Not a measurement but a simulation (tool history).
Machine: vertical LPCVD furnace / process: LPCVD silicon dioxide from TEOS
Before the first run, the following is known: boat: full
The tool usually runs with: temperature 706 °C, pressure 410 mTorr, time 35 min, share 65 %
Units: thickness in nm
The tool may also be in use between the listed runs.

run,hour,temperature,pressure,time,share,"read-back reference wafer on the same gauge, thickness",thickness
1,0,706,365,44.5,65,278.14,403.38
2,106.8,706,485,35,72,278.03,383.2
3,143.8,706,485,35,72,278.02,383.8
# hour 239.2: thermocouples replaced and temperature profile calibrated
4,239.7,706,485,35,72,278.08,372.17
5,292.3,706,410,35,65,278.17,324.78
6,390.4,706,410,35,65,277.76,322.74
7,468.7,706,410,24,65,278.06,221.86
8,575,706,410,24,65,277.9,222.34
9,663.6,706,410,24,65,278.03,222.73
10,758.7,706,410,35,61,278.09,313.74
11,796.3,696,440,40,54,277.99,278.86
12,833.3,706,410,21.5,65,277.8,199.3
13,872.2,714,410,35,65,278.29,387.88
# hour 987.7: pressure gauge zeroed
14,988.2,706,410,35,55,277.95,298.59
15,1073.1,718,340,44.5,65,277.97,492.59
# hour 1152.5: gauge calibrated
16,1180.4,706,410,35,65,278.19,325.83
# hour 1223.9: TEOS flow controller replaced
17,1227.2,706,410,35,65,277.89,325.71
18,1269.6,706,410,35,65,278.06,324.67
19,1369.8,696,440,40,54,278.28,277.65
20,1429.8,699,410,35,78,278.18,301.23
21,1472.6,709,475,42,74,278,478.51
22,1563.5,706,410,35,65,278.04,324.36
23,1643.4,709,475,42,74,278,484.57
24,1684.2,706,410,24,77,277.75,242.17
25,1754.3,699,410,35,70,277.98,286.24
26,1823.6,706,410,35,65,278.23,325.65
27,1862.5,711,380,35,65,278.03,352.19
28,1945.8,699,410,40.5,65,277.89,319.76
29,1998.9,716,490,39,72,278.24,522.82
30,2042.1,706,410,35,65,277.94,324.65
31,2118.5,706,410,42,65,277.78,394.43

4 options for the next run, each taken on its own from the tool as it stands now. Forecast them:
A,2122.8,706,410,45.5,65,?,?
B,2122.8,706,410,35,78,?,?
C,2122.8,702,345,24,61,?,?
D,2122.8,706,335,30,65,?,?

run,"read-back reference wafer on the same gauge, thickness",thickness
A,278.26,425.27
B,278.26,358.35
C,278.26,181.78
D,278.26,253.46
The same runs, with their run-to-run variation unchanged, on a tool lacking any hidden condition would have given:
run,thickness
A,421.43
B,355.12
C,180.13
D,251.17
